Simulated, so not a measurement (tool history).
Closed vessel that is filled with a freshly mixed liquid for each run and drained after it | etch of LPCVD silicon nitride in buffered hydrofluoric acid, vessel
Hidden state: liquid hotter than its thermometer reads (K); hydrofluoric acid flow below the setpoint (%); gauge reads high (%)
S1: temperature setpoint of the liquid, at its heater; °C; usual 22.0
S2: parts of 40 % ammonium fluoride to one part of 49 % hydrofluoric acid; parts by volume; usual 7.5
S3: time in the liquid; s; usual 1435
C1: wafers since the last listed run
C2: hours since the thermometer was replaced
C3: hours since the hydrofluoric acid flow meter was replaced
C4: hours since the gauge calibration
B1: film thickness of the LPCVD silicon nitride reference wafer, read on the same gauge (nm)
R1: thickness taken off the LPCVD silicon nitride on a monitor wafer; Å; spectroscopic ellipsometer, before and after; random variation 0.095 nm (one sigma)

{"run": 1, "day": 0.0, "S1": 22.0, "S2": 7.5, "S3": 1435, "C1": 0, "C2": 493.9, "C3": 855.8, "C4": 434.3, "B1": 120.01, "R1": 245.6}
{"run": 2, "day": 0.75, "S1": 22.0, "S2": 7.5, "S3": 1435, "C1": 754, "C2": 511.9, "C3": 873.8, "C4": 452.3, "B1": 120.01, "R1": 245.1}
{"run": 3, "day": 1.312, "S1": 22.0, "S2": 7.5, "S3": 1435, "C1": 566, "C2": 525.4, "C3": 887.3, "C4": 465.8, "B1": 120.01, "R1": 244.9}
{"run": 4, "day": 2.117, "S1": 23.5, "S2": 7.5, "S3": 1435, "C1": 809, "C2": 544.7, "C3": 906.6, "C4": 485.1, "B1": 120.02, "R1": 265.6}
{"run": 5, "day": 3.175, "S1": 24.5, "S2": 7.5, "S3": 1435, "C1": 1065, "C2": 570.1, "C3": 932.0, "C4": 510.5, "B1": 120.02, "R1": 279.9}
{"run": 6, "day": 4.271, "S1": 24.5, "S2": 7.5, "S3": 1435, "C1": 1103, "C2": 596.4, "C3": 958.3, "C4": 536.8, "B1": 119.96, "R1": 281.3}
{"run": 7, "day": 4.925, "S1": 24.5, "S2": 7.5, "S3": 1435, "C1": 658, "C2": 612.1, "C3": 974.0, "C4": 552.5, "B1": 119.99, "R1": 277.9}
{"run": 8, "day": 5.675, "S1": 22.0, "S2": 9.5, "S3": 1435, "C1": 754, "C2": 630.1, "C3": 992.0, "C4": 570.5, "B1": 120.0, "R1": 197.0}
{"run": 9, "day": 6.329, "S1": 22.0, "S2": 9.5, "S3": 1435, "C1": 658, "C2": 645.8, "C3": 1007.7, "C4": 586.2, "B1": 119.99, "R1": 198.4}
{"day": 8.912, "done": "thermometer replaced"}
{"run": 10, "day": 10.529, "S1": 22.0, "S2": 9.5, "S3": 1435, "C1": 4185, "C2": 38.8, "C3": 1108.5, "C4": 687.0, "B1": 119.98, "R1": 196.3}
{"run": 11, "day": 11.496, "S1": 19.5, "S2": 7.5, "S3": 1435, "C1": 973, "C2": 62.0, "C3": 1131.7, "C4": 710.2, "B1": 120.03, "R1": 209.6}
{"day": 12.871, "done": "gauge calibrated"}
{"run": 12, "day": 12.988, "S1": 22.0, "S2": 7.5, "S3": 2030, "C1": 1501, "C2": 97.8, "C3": 1167.5, "C4": 2.8, "B1": 120.02, "R1": 338.0}
{"day": 13.683, "done": "hydrofluoric acid flow meter replaced"}
{"run": 13, "day": 13.8, "S1": 22.0, "S2": 7.5, "S3": 2030, "C1": 775, "C2": 117.3, "C3": 2.8, "C4": 22.3, "B1": 120.02, "R1": 361.5}
{"run": 14, "day": 14.392, "S1": 18.5, "S2": 7.5, "S3": 790, "C1": 595, "C2": 131.5, "C3": 17.0, "C4": 36.5, "B1": 120.02, "R1": 117.0}
{"run": 15, "day": 15.092, "S1": 22.0, "S2": 8.5, "S3": 640, "C1": 704, "C2": 148.3, "C3": 33.8, "C4": 53.3, "B1": 119.98, "R1": 99.5}
{"run": 16, "day": 15.617, "S1": 22.0, "S2": 7.5, "S3": 2030, "C1": 528, "C2": 160.9, "C3": 46.4, "C4": 65.9, "B1": 120.04, "R1": 364.9}
{"run": 17, "day": 16.471, "S1": 22.0, "S2": 7.5, "S3": 1435, "C1": 859, "C2": 181.4, "C3": 66.9, "C4": 86.4, "B1": 120.02, "R1": 257.8}
{"run": 18, "day": 17.629, "S1": 19.5, "S2": 7.5, "S3": 1435, "C1": 1165, "C2": 209.2, "C3": 94.7, "C4": 114.2, "B1": 120.0, "R1": 223.3}
{"run": 19, "day": 18.492, "S1": 25.0, "S2": 7.5, "S3": 1435, "C1": 868, "C2": 229.9, "C3": 115.4, "C4": 134.9, "B1": 120.01, "R1": 300.9}
{"run": 20, "day": 19.021, "S1": 24.5, "S2": 7.5, "S3": 1435, "C1": 532, "C2": 242.6, "C3": 128.1, "C4": 147.6, "B1": 119.98, "R1": 292.3}
{"run": 21, "day": 20.246, "S1": 22.0, "S2": 9.0, "S3": 1435, "C1": 1233, "C2": 272.0, "C3": 157.5, "C4": 177.0, "B1": 120.01, "R1": 209.8}
{"run": 22, "day": 21.379, "S1": 22.0, "S2": 5.5, "S3": 860, "C1": 1140, "C2": 299.2, "C3": 184.7, "C4": 204.2, "B1": 120.0, "R1": 202.2}
{"run": 23, "day": 22.254, "S1": 17.0, "S2": 6.5, "S3": 2025, "C1": 880, "C2": 320.2, "C3": 205.7, "C4": 225.2, "B1": 120.0, "R1": 315.1}
{"run": 24, "day": 23.3, "S1": 24.0, "S2": 7.5, "S3": 1435, "C1": 1052, "C2": 345.3, "C3": 230.8, "C4": 250.3, "B1": 119.95, "R1": 282.6}
{"run": 25, "day": 24.775, "S1": 22.0, "S2": 7.5, "S3": 1435, "C1": 1484, "C2": 380.7, "C3": 266.2, "C4": 285.7, "B1": 119.98, "R1": 251.4}
{"run": 26, "day": 25.983, "S1": 27.0, "S2": 7.5, "S3": 1435, "C1": 1216, "C2": 409.7, "C3": 295.2, "C4": 314.7, "B1": 120.01, "R1": 331.1}
{"run": 27, "day": 27.171, "S1": 18.5, "S2": 7.5, "S3": 1435, "C1": 1195, "C2": 438.2, "C3": 323.7, "C4": 343.2, "B1": 119.99, "R1": 208.3}
{"run": 28, "day": 27.825, "S1": 22.0, "S2": 10.0, "S3": 1435, "C1": 658, "C2": 453.9, "C3": 339.4, "C4": 358.9, "B1": 120.05, "R1": 195.4}

Hidden state at the last listed run before each entry between runs and at the first one after, where it differs:
Between runs 9 and 10: thermometer replaced (day 8.912)
  hydrofluoric acid flow below the setpoint (%): 5.61 -> 6.13
  measured less the result without the state, R1: -7.8 -> -8.8 Å
Between runs 11 and 12: gauge calibrated (day 12.871)
  hydrofluoric acid flow below the setpoint (%): 6.25 -> 6.43
  measured less the result without the state, R1: -15.1 -> -25.2 Å
Between runs 12 and 13: hydrofluoric acid flow meter replaced (day 13.683)
  hydrofluoric acid flow below the setpoint (%): 6.43 -> 0.462
  measured less the result without the state, R1: -25.2 -> -1.8 Å
